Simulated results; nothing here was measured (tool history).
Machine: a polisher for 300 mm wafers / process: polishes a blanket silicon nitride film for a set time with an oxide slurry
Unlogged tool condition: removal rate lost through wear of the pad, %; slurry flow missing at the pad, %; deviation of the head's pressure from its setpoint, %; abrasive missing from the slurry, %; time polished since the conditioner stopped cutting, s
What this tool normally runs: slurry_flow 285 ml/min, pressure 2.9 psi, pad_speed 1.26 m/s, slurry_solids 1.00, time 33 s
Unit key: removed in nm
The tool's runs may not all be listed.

run	day	slurry_flow	pressure	pad_speed	slurry_solids	time	wafers since the last listed run	wafers polished on this pad	hours since the slurry nozzle was cleaned	hours since the head pressure was calibrated	hours since the slurry blender was calibrated	hours since the conditioning disc was replaced	incoming thickness of the incoming film, nm	removed
1	0.000	285	2.9	0.98	1.00	33	0	2011	625.9	414.9	84.6	174.9	283.1	15.9
# day 0.246: slurry nozzle cleaned
2	1.108	285	2.9	1.26	1.00	33	309	2320	20.7	441.5	111.2	201.5	284.3	18.4
3	2.146	285	2.9	1.26	1.00	33	301	2621	45.6	466.4	136.1	226.4	275.4	18.5
# day 2.267: conditioning disc replaced and pad reconditioned
# day 2.721: worn pad replaced by a new one
4	3.183	285	2.9	1.26	1.00	25	228	134	70.5	491.3	161.0	22.0	282.5	13.6
5	4.567	285	2.9	0.94	1.10	39	401	535	103.7	524.5	194.2	55.2	276.8	19.1
6	5.325	285	2.9	1.48	1.00	22	220	755	121.9	542.7	212.4	73.4	276.4	13.1
7	6.662	250	2.1	0.84	1.20	33	388	1143	154.0	574.8	244.5	105.5	281.1	11.3
8	7.667	285	2.9	1.06	0.80	28	291	1435	178.1	598.9	268.6	129.6	275.5	11.8
9	8.254	285	2.9	1.52	1.00	33	170	1605	192.2	613.0	282.7	143.7	279.9	19.7
10	8.983	285	2.9	1.26	1.00	33	211	1817	209.7	630.5	300.2	161.2	280.6	17.6
# day 9.525: head pressure recalibrated
11	10.225	285	3.9	1.56	1.00	22	336	2153	239.5	16.8	330.0	191.0	278.9	17.9
# day 10.504: slurry blender recalibrated
12	11.721	285	2.9	1.06	0.80	28	409	2563	275.4	52.7	29.2	226.9	279.4	12.4
# day 12.667: worn pad replaced by a new one
13	12.688	360	3.6	1.26	1.00	23	232	6	298.6	75.9	52.4	250.1	279.0	16.0
# day 12.804: conditioning disc replaced and pad reconditioned
14	14.862	190	2.9	1.26	0.90	33	607	613	350.8	128.1	104.6	49.4	279.0	16.5
15	15.404	380	2.9	1.26	1.00	33	157	770	363.8	141.1	117.6	62.4	280.3	18.4
16	16.067	285	2.9	1.26	1.00	33	192	962	379.7	157.0	133.5	78.3	278.7	18.2
17	18.575	285	2.9	0.86	0.70	40	727	1690	439.9	217.2	193.7	138.5	279.6	13.8
18	19.829	365	2.9	1.26	1.00	33	363	2054	470.0	247.3	223.8	168.6	279.0	18.0
19	21.000	240	2.9	1.26	1.00	33	339	2394	498.1	275.4	251.9	196.7	274.8	17.2
# day 22.133: slurry blender recalibrated
20	22.383	205	2.1	1.54	1.00	33	377	2771	531.3	308.6	6.0	229.9	281.8	14.7
# day 23.125: worn pad replaced by a new one
21	23.146	285	2.1	1.06	1.00	33	172	6	549.6	326.9	24.3	248.2	277.4	12.1
# day 23.346: conditioning disc replaced and pad reconditioned
22	23.983	285	2.9	1.26	1.00	33	218	224	569.7	347.0	44.4	15.3	280.6	18.3
23	25.104	285	2.9	1.26	1.00	33	325	550	596.6	373.9	71.3	42.2	280.4	18.3
24	25.679	285	2.9	1.26	1.00	40	166	717	610.4	387.7	85.1	56.0	281.7	21.9
25	26.842	285	2.9	0.88	1.20	27	337	1054	638.3	415.6	113.0	83.9	279.9	13.5

How would selected steps in removed from run to run divide? Give the signed amount a tool lacking its hidden state would still show from settings, what came in and random variation, and the signed amount left for the hidden state, including any gauge scatter that is not in both of the compared results.
Run 8 -> 9: pad_speed 1.06 -> 1.52, slurry_solids 0.80 -> 1.00, time 28 -> 33. removed +7.9 nm: hidden state -0.4, all else +8.3.
Run 11 -> 12: pressure 3.9 -> 2.9, pad_speed 1.56 -> 1.06, slurry_solids 1.00 -> 0.80, time 22 -> 28, slurry blender recalibrated. removed -5.5 nm: hidden state +0.8, all else -6.3.
Run 19 -> 20: slurry_flow 240 -> 205, pressure 2.9 -> 2.1, pad_speed 1.26 -> 1.54, slurry blender recalibrated. removed -2.5 nm: hidden state +0.9, all else -3.4.
Run 24 -> 25: pad_speed 1.26 -> 0.88, slurry_solids 1.00 -> 1.20, time 40 -> 27. removed -8.4 nm: hidden state +0.2, all else -8.6.
